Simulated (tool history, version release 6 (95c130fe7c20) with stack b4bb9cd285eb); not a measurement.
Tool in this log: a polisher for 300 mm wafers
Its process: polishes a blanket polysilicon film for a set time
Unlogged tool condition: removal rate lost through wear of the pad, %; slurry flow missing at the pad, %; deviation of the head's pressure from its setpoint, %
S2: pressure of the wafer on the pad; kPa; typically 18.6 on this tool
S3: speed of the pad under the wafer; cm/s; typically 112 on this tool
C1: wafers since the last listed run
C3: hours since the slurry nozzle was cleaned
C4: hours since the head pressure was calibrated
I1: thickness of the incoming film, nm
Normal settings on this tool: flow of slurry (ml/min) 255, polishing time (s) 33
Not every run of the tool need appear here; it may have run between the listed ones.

Run 1, hour 0: usual settings but S3 104 cm/s; C1 0; wafers polished on this pad 37; C3 181.7; C4 770.7; I1 2353.1. Result: film removed (angstrom) 2301.
Run 2, hour 7: usual settings but S3 104 cm/s; C1 84; wafers polished on this pad 122; C3 188.7; C4 777.7; I1 2403.7. Result: film removed (angstrom) 2241.
Run 3, hour 17.6: usual settings but polishing time (s) 40; C1 127; wafers polished on this pad 249; C3 199.3; C4 788.3; I1 2379.9. Result: film removed (angstrom) 2879.
Run 4, hour 27.3: usual settings but polishing time (s) 40; C1 116; wafers polished on this pad 366; C3 209; C4 798; I1 2386.4. Result: film removed (angstrom) 2915.
Run 5, hour 40.4: usual settings but polishing time (s) 40; C1 157; wafers polished on this pad 523; C3 222.1; C4 811.1; I1 2432.1. Result: film removed (angstrom) 2903.
Run 6, hour 51.5: usual settings but polishing time (s) 24; C1 133; wafers polished on this pad 656; C3 233.2; C4 822.2; I1 2434. Result: film removed (angstrom) 1751.
Run 7, hour 58.2: usual settings but polishing time (s) 24; C1 80; wafers polished on this pad 737; C3 239.9; C4 828.9; I1 2435. Result: film removed (angstrom) 1734.
At hour 64.5: worn pad replaced by a new one.
Run 8, hour 72.4: usual settings but polishing time (s) 24; C1 122; wafers polished on this pad 95; C3 254.1; C4 843.1; I1 2387.9. Result: film removed (angstrom) 1730.
Run 9, hour 79.1: usual settings; C1 80; wafers polished on this pad 175; C3 260.8; C4 849.8; I1 2368.6. Result: film removed (angstrom) 2364.
Run 10, hour 85.8: usual settings; C1 80; wafers polished on this pad 256; C3 267.5; C4 856.5; I1 2398.4. Result: film removed (angstrom) 2361.
At hour 86.8: slurry nozzle cleaned.
Run 11, hour 97.7: usual settings but flow of slurry (ml/min) 220; C1 131; wafers polished on this pad 387; C3 10.9; C4 868.4; I1 2407.5. Result: film removed (angstrom) 2322.
Run 12, hour 109.9: usual settings; C1 146; wafers polished on this pad 533; C3 23.1; C4 880.6; I1 2401.7. Result: film removed (angstrom) 2340.
At hour 120.4: worn pad replaced by a new one, of another model than before.
Run 13, hour 122.1: usual settings but flow of slurry (ml/min) 175; C1 98; wafers polished on this pad 20; C3 35.3; C4 892.8; I1 2351. Result: film removed (angstrom) 2267.
Run 14, hour 139.1: usual settings but flow of slurry (ml/min) 320; C1 204; wafers polished on this pad 224; C3 52.3; C4 909.8; I1 2341.3. Result: film removed (angstrom) 2427.

Run 15 is up next; what results do you expect?
Run 15, hour 150.3: usual settings but flow of slurry (ml/min) 225, polishing time (s) 23; C1 134; wafers polished on this pad 359; C3 63.5; C4 921; I1 2413.1. Result: film removed (angstrom) ?.

Run 15 measured film removed (angstrom) 1654.
With no hidden state in the tool, this same run would have given film removed (angstrom) 1822.
